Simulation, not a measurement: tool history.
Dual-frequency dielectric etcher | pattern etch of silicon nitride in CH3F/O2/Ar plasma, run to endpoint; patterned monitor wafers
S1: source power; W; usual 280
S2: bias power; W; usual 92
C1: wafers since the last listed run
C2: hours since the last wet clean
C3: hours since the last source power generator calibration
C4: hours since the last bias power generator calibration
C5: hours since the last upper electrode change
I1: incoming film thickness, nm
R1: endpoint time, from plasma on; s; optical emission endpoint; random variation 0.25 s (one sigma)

run,day,S1,S2,C1,C2,C3,C4,C5,I1,R1
1,0.000,280,92,0,212.4,2617.0,2070.1,5146.9,58.2,83.0
2,0.658,280,92,195,228.2,2632.8,2085.9,5162.7,58.3,83.7
3,1.354,280,92,206,244.9,2649.5,2102.6,5179.4,57.8,82.7
4,2.308,260,84,283,267.8,2672.4,2125.5,5202.3,57.7,87.7
5,3.471,260,84,345,295.7,2700.3,2153.4,5230.2,57.7,88.1
6,4.258,310,92,234,314.6,2719.2,2172.3,5249.1,58.0,82.0
7,5.400,280,83,339,342.0,2746.6,2199.7,5276.5,58.4,89.0
8,6.621,280,83,362,371.3,2775.9,2229.0,5305.8,58.0,88.3
9,7.454,330,92,247,391.3,2795.9,2249.0,5325.8,58.3,80.8
10,8.896,330,92,428,425.9,2830.5,2283.6,5360.4,58.3,81.6
11,9.742,330,92,251,446.2,2850.8,2303.9,5380.7,58.0,80.6
# day 10.992: wet clean of the chamber
12,11.012,280,92,80,0.5,2881.3,2334.4,5411.2,57.5,82.1
13,11.483,280,92,139,11.8,2892.6,2345.7,5422.5,58.1,82.9
14,12.746,230,82,375,42.1,2922.9,2376.0,5452.8,57.9,91.5
# day 15.675: source power generator calibrated
15,16.621,330,104,1101,135.1,22.7,2469.0,5545.8,57.8,75.4
16,17.262,260,92,190,150.5,38.1,2484.4,5561.2,57.6,84.8
17,17.804,210,98,160,163.5,51.1,2497.4,5574.2,58.0,87.4
# day 18.833: bias power generator calibrated
18,18.854,280,92,262,188.7,76.3,0.5,5599.4,57.6,83.8
19,19.812,280,92,284,211.7,99.3,23.5,5622.4,57.8,83.8
20,20.483,280,106,199,227.8,115.4,39.6,5638.5,57.9,78.9
# day 21.667: upper electrode replaced
21,22.458,280,82,289,275.2,162.8,87.0,19.0,57.8,88.8
22,23.925,280,92,435,310.4,198.0,122.2,54.2,58.1,84.5
23,25.358,250,107,425,344.8,232.4,156.6,88.6,58.6,82.7
# day 26.775: wet clean of the chamber
24,26.829,260,80,139,1.3,267.7,191.9,123.9,57.7,88.0
25,28.171,230,84,398,33.5,299.9,224.1,156.1,58.5,89.7
26,29.321,240,107,341,61.1,327.5,251.7,183.7,58.5,80.4
27,31.142,320,74,541,104.8,371.2,295.4,227.4,58.2,88.1
28,31.788,350,113,191,120.3,386.7,310.9,242.9,57.6,70.8
29,32.971,230,112,351,148.7,415.1,339.3,271.3,57.6,78.9

Some steps in R1 between neighbouring runs. How much of each would the tool show without its hidden state too (settings, what came in, random variation), and how much is left for the hidden state, with any gauge scatter that isn't in both results?
The hidden state here: etch rate over this chamber's usual, %; source power that arrives over what is set, %; bias power that arrives over what is set, %.
Run 11 -> 12: S1 330 -> 280, wet clean of the chamber. R1 +1.5 s: hidden state -1.9, all else +3.4.
Run 14 -> 15: S1 230 -> 330, S2 82 -> 104, source power generator calibrated. R1 -16.1 s: hidden state +0.4, all else -16.5.
Run 23 -> 24: S1 250 -> 260, S2 107 -> 80, wet clean of the chamber. R1 +5.3 s: hidden state -3.1, all else +8.4.
Run 27 -> 28: S1 320 -> 350, S2 74 -> 113. R1 -17.3 s: hidden state +0.0, all else -17.3.
